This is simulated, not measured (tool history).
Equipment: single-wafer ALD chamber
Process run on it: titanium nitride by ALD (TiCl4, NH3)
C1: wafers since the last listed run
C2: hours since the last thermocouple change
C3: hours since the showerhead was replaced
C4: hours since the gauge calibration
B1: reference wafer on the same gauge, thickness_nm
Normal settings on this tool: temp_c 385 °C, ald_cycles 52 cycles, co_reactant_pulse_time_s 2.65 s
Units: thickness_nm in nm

Run 1, day 0: usual settings; C1 0; C2 1450.9; C3 4530.8; C4 278.1; B1 1.24. Result: thickness_nm 1.222 nm.
Run 2, day 7.454: usual settings but co_reactant_pulse_time_s 3.49 s; C1 702; C2 1629.8; C3 4709.7; C4 457; B1 1.243. Result: thickness_nm 1.232 nm.
At day 9.008: gauge calibrated.
Run 3, day 9.017: usual settings but co_reactant_pulse_time_s 3.49 s; C1 147; C2 1667.3; C3 4747.2; C4 0.2; B1 1.222. Result: thickness_nm 1.216 nm.
Run 4, day 11.688: usual settings but co_reactant_pulse_time_s 3.49 s; C1 251; C2 1731.4; C3 4811.3; C4 64.3; B1 1.229. Result: thickness_nm 1.224 nm.
Run 5, day 13.054: usual settings; C1 128; C2 1764.2; C3 4844.1; C4 97.1; B1 1.231. Result: thickness_nm 1.212 nm.
Run 6, day 14.921: usual settings; C1 176; C2 1809; C3 4888.9; C4 141.9; B1 1.236. Result: thickness_nm 1.217 nm.
Run 7, day 17.442: usual settings; C1 237; C2 1869.5; C3 4949.4; C4 202.4; B1 1.238. Result: thickness_nm 1.22 nm.
Run 8, day 18.967: usual settings; C1 143; C2 1906.1; C3 4986; C4 239; B1 1.239. Result: thickness_nm 1.229 nm.
At day 20.533: thermocouple changed; heater temperature recalibrated.
Run 9, day 21.788: usual settings; C1 234; C2 30.1; C3 5053.7; C4 306.7; B1 1.242. Result: thickness_nm 1.227 nm.
Run 10, day 24.208: usual settings but co_reactant_pulse_time_s 3.45 s; C1 228; C2 88.2; C3 5111.8; C4 364.8; B1 1.243. Result: thickness_nm 1.238 nm.
At day 25.054: showerhead replaced.
Run 11, day 26.142: usual settings; C1 150; C2 134.6; C3 26.1; C4 411.2; B1 1.243. Result: thickness_nm 1.227 nm.
Run 12, day 27.417: usual settings; C1 120; C2 165.2; C3 56.7; C4 441.8; B1 1.244. Result: thickness_nm 1.23 nm.
Run 13, day 29.092: usual settings but temp_c 399 °C, ald_cycles 42 cycles; C1 157; C2 205.4; C3 96.9; C4 482; B1 1.243. Result: thickness_nm 1.002 nm.
Run 14, day 30.371: usual settings but temp_c 400 °C, ald_cycles 62 cycles, co_reactant_pulse_time_s 3.38 s; C1 120; C2 236.1; C3 127.6; C4 512.7; B1 1.244. Result: thickness_nm 1.487 nm.
At day 32.183: gauge calibrated.
Run 15, day 32.296: usual settings but temp_c 389 °C, ald_cycles 59 cycles, co_reactant_pulse_time_s 3.36 s; C1 181; C2 282.3; C3 173.8; C4 2.7; B1 1.217. Result: thickness_nm 1.376 nm.
Run 16, day 34.971: usual settings but temp_c 379 °C, co_reactant_pulse_time_s 2.05 s; C1 252; C2 346.5; C3 238; C4 66.9; B1 1.223. Result: thickness_nm 1.193 nm.
Run 17, day 37.721: usual settings but temp_c 398 °C, ald_cycles 44 cycles, co_reactant_pulse_time_s 3.58 s; C1 259; C2 412.5; C3 304; C4 132.9; B1 1.227. Result: thickness_nm 1.042 nm.
Run 18, day 40.625: usual settings; C1 273; C2 482.2; C3 373.7; C4 202.6; B1 1.234. Result: thickness_nm 1.218 nm.
Run 19, day 42.971: usual settings but temp_c 400 °C; C1 221; C2 538.5; C3 430; C4 258.9; B1 1.235. Result: thickness_nm 1.225 nm.

Branching from run 19: 4 alternative next runs. What would each branch give?
Run A, day 42.992: usual settings but temp_c 377 °C; C1 1; C2 539; C3 430.5; C4 259.4; B1 ?. Result: thickness_nm ?.
Run B, day 42.992: usual settings but ald_cycles 58 cycles; C1 1; C2 539; C3 430.5; C4 259.4; B1 ?. Result: thickness_nm ?.
Run C, day 42.992: usual settings but temp_c 399 °C; C1 1; C2 539; C3 430.5; C4 259.4; B1 ?. Result: thickness_nm ?.
Run D, day 42.992: usual settings but temp_c 378 °C, ald_cycles 43 cycles, co_reactant_pulse_time_s 1.81 s; C1 1; C2 539; C3 430.5; C4 259.4; B1 ?. Result: thickness_nm ?.

run     B1  thickness_nm
  A  1.234         1.211
  B  1.234         1.357
  C  1.234         1.227
  D  1.234         0.992
Had the tool no hidden state, the same runs would have come out as:
run  thickness_nm
  A         1.197
  B         1.341
  C         1.213
  D         0.981
